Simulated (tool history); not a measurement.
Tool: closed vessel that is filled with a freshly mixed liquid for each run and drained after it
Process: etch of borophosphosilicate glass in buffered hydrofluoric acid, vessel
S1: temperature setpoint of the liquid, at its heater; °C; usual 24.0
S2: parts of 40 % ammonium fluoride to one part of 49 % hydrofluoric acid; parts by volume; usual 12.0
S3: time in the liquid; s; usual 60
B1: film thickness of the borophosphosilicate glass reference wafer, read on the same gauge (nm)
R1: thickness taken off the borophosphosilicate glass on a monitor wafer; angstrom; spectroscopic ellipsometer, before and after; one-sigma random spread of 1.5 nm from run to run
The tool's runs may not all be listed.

run	hour	S1	S2	S3	B1	R1
1	0.0	24.0	12.0	60	50.01	1752.4
2	34.8	22.0	12.0	50	50.00	1292.6
3	61.6	22.0	12.0	50	50.00	1318.0
4	129.2	22.0	12.0	50	50.01	1300.1
5	189.8	24.0	12.0	90	50.04	2596.3
6	222.2	24.0	12.0	60	49.99	1690.2
7	269.9	24.0	12.0	60	50.03	1673.3
# hour 303.6: gauge calibrated
8	322.1	24.0	12.0	60	49.99	1684.3
9	373.7	24.0	8.0	40	50.02	1610.3
# hour 412.1: hydrofluoric acid flow meter replaced
10	423.5	24.0	8.0	40	50.00	1710.4
11	476.1	24.0	12.0	60	49.98	1730.9
12	511.0	24.0	12.0	60	50.00	1751.9
13	551.0	24.0	10.5	60	49.99	1950.7
14	575.2	20.0	15.0	90	49.96	1645.2
15	632.8	24.0	12.0	60	50.07	1709.6
16	675.0	27.0	17.0	80	50.03	1908.4
17	734.2	28.5	12.0	75	50.02	2678.5
# hour 770.1: hydrofluoric acid flow meter replaced
18	791.8	28.0	15.5	60	50.06	1646.1
19	819.9	28.5	12.0	80	49.97	2976.3
20	879.9	24.0	12.0	60	50.03	1725.9
# hour 931.2: gauge calibrated
21	938.1	20.0	12.0	60	49.99	1368.8
22	972.5	24.0	15.0	85	50.01	1916.4
23	1003.7	26.0	7.5	80	50.03	3924.5
24	1037.7	24.0	12.0	30	50.01	830.7
# hour 1051.9: thermometer replaced
25	1085.8	27.0	16.5	60	50.01	1450.7
# hour 1153.9: hydrofluoric acid flow meter replaced
26	1300.1	24.0	12.0	60	49.98	1710.4
27	1354.1	26.5	10.0	50	49.97	1929.4

Predict each of these 5 candidate next runs independently; none follows another, all start after run 27:
A	1354.8	28.5	12.0	60	?	?
B	1354.8	24.0	13.5	60	?	?
C	1354.8	27.0	10.0	85	?	?
D	1354.8	22.5	7.5	85	?	?
E	1354.8	24.0	12.0	80	?	?

run	B1	R1
A	50.01	2164.3
B	50.01	1516.6
C	50.01	3387.3
D	50.01	3465.2
E	50.01	2270.9
Without the tool's unlogged condition, the same runs would have read:
run	R1
A	2216.8
B	1553.6
C	3469.6
D	3559.4
E	2326.1
